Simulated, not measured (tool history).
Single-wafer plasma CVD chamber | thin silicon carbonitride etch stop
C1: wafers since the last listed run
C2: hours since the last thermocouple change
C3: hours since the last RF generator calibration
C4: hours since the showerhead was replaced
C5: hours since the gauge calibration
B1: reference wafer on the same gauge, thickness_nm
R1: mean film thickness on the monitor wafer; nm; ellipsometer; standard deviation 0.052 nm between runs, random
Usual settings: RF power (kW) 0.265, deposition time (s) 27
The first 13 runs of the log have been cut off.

At day 17.608: RF generator calibrated, repeated, since the last time left the tool worse.
Run 14, day 17.629: usual settings but deposition time (s) 29.4; C1 639; C2 141.6; C3 0.5; C4 3025; C5 490.1; B1 17.904. Result: R1 20.12 nm.
Run 15, day 18.062: usual settings; C1 211; C2 152; C3 10.9; C4 3035.4; C5 500.5; B1 17.897. Result: R1 18.485 nm.
Run 16, day 19.383: usual settings; C1 643; C2 183.7; C3 42.6; C4 3067.1; C5 532.2; B1 17.914. Result: R1 18.579 nm.
Run 17, day 20.5: usual settings but deposition time (s) 25.2; C1 543; C2 210.5; C3 69.4; C4 3093.9; C5 559; B1 17.914. Result: R1 17.32 nm.
Run 18, day 21.779: usual settings; C1 623; C2 241.2; C3 100.1; C4 3124.6; C5 589.7; B1 17.901. Result: R1 18.416 nm.
At day 21.938: gauge calibrated.
Run 19, day 23.083: usual settings but RF power (kW) 0.235; C1 635; C2 272.5; C3 131.4; C4 3155.9; C5 27.5; B1 17.894. Result: R1 17.927 nm.
Run 20, day 24.017: usual settings; C1 454; C2 294.9; C3 153.8; C4 3178.3; C5 49.9; B1 17.896. Result: R1 18.508 nm.
Run 21, day 24.529: usual settings but RF power (kW) 0.215, deposition time (s) 30.8; C1 249; C2 307.2; C3 166.1; C4 3190.6; C5 62.2; B1 17.893. Result: R1 19.972 nm.
Run 22, day 25.842: usual settings but deposition time (s) 28.4; C1 639; C2 338.7; C3 197.6; C4 3222.1; C5 93.7; B1 17.926. Result: R1 19.481 nm.
Run 23, day 27.188: usual settings; C1 655; C2 371; C3 229.9; C4 3254.4; C5 126; B1 17.91. Result: R1 18.589 nm.
At day 27.525: showerhead replaced.
Run 24, day 28.258: usual settings but RF power (kW) 0.285, deposition time (s) 23.1; C1 359; C2 396.7; C3 255.6; C4 17.6; C5 151.7; B1 17.915. Result: R1 16.165 nm.
Run 25, day 29.362: usual settings but RF power (kW) 0.23, deposition time (s) 23.4; C1 537; C2 423.2; C3 282.1; C4 44.1; C5 178.2; B1 17.889. Result: R1 15.42 nm.
Run 26, day 30.058: usual settings but RF power (kW) 0.3, deposition time (s) 23.2; C1 338; C2 439.9; C3 298.8; C4 60.8; C5 194.9; B1 17.893. Result: R1 16.382 nm.
Run 27, day 31.121: usual settings but RF power (kW) 0.28, deposition time (s) 23; C1 517; C2 465.4; C3 324.3; C4 86.3; C5 220.4; B1 17.904. Result: R1 16.031 nm.
Run 28, day 32.217: usual settings but deposition time (s) 29.4; C1 533; C2 491.7; C3 350.6; C4 112.6; C5 246.7; B1 17.895. Result: R1 20.032 nm.
Run 29, day 33.179: usual settings but RF power (kW) 0.23, deposition time (s) 29.1; C1 468; C2 514.8; C3 373.7; C4 135.7; C5 269.8; B1 17.907. Result: R1 19.194 nm.
Run 30, day 33.975: usual settings but RF power (kW) 0.23, deposition time (s) 23.9; C1 387; C2 533.9; C3 392.8; C4 154.8; C5 288.9; B1 17.89. Result: R1 15.797 nm.
Run 31, day 35.279: usual settings but RF power (kW) 0.29, deposition time (s) 31.8; C1 635; C2 565.2; C3 424.1; C4 186.1; C5 320.2; B1 17.907. Result: R1 22.33 nm.
Run 32, day 36.296: usual settings but RF power (kW) 0.295, deposition time (s) 22.5; C1 495; C2 589.6; C3 448.5; C4 210.5; C5 344.6; B1 17.882. Result: R1 15.837 nm.
Run 33, day 36.829: usual settings; C1 259; C2 602.4; C3 461.3; C4 223.3; C5 357.4; B1 17.885. Result: R1 18.504 nm.

Forecast each of these 3 alternatives for the next run:
Run A, day 36.846: usual settings; C1 8; C2 602.8; C3 461.7; C4 223.7; C5 357.8; B1 ?. Result: R1 ?.
Run B, day 36.846: usual settings but RF power (kW) 0.315, deposition time (s) 22.8; C1 8; C2 602.8; C3 461.7; C4 223.7; C5 357.8; B1 ?. Result: R1 ?.
Run C, day 36.846: usual settings but RF power (kW) 0.28, deposition time (s) 30.3; C1 8; C2 602.8; C3 461.7; C4 223.7; C5 357.8; B1 ?. Result: R1 ?.

run      B1      R1
  A  17.895  18.448
  B  17.895  16.317
  C  17.895  21.009
Take away the tool's hidden state, keep each run's random variation, and the runs would have read:
run      R1
  A  18.533
  B  16.393
  C  21.106
